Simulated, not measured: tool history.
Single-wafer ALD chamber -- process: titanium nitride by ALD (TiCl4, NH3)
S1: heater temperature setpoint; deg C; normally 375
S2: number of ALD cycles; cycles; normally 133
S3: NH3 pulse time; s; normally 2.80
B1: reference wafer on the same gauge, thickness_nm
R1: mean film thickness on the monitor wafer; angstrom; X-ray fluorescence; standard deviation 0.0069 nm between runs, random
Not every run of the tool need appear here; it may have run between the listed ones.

run,hour,S1,S2,S3,B1,R1
1,0.0,385,127,2.80,2.758,26.54
2,6.4,385,127,2.80,2.762,26.42
3,21.9,375,133,2.80,2.759,27.46
4,39.3,375,133,2.80,2.757,27.46
5,52.5,375,133,2.15,2.760,26.66
6,62.1,375,133,2.80,2.756,27.47
7,73.2,375,133,2.80,2.758,27.40
8,88.2,375,146,2.80,2.761,30.24
9,102.6,375,133,2.80,2.760,27.49
10,119.0,375,133,2.80,2.761,27.46
11,135.0,375,133,1.98,2.762,26.21
12,147.9,375,133,1.98,2.764,26.27
13,154.3,386,133,2.80,2.760,27.73
14,170.4,375,133,2.80,2.763,27.34
15,185.3,375,149,3.67,2.760,31.26
16,193.9,371,133,2.80,2.761,27.29
17,201.5,375,133,2.80,2.761,27.55
18,210.1,375,159,1.69,2.759,30.47
19,226.3,362,145,2.80,2.760,29.32
20,243.6,375,133,2.80,2.761,27.45
21,256.6,382,124,2.80,2.759,25.83
22,263.7,375,158,1.78,2.760,30.70
23,274.0,362,145,2.80,2.758,29.21
24,281.8,384,133,3.89,2.761,28.22
25,289.8,375,123,2.80,2.761,25.42

Not shown: 4 entries that the log had between the listed runs. Between which runs, and how does the tool's hidden state differ before and after?
From run 1 to run 2: gauge calibrated (hour 6.1)
  no difference in the tool's unlogged condition between these two runs
From run 7 to run 8: showerhead replaced (hour 87.7)
  no difference in the tool's unlogged condition between these two runs
From run 10 to run 11: thermocouple changed; heater temperature recalibrated (hour 134.5)
  no difference in the tool's unlogged condition between these two runs
From run 13 to run 14: gauge calibrated (hour 164.3)
  no difference in the tool's unlogged condition between these two runs
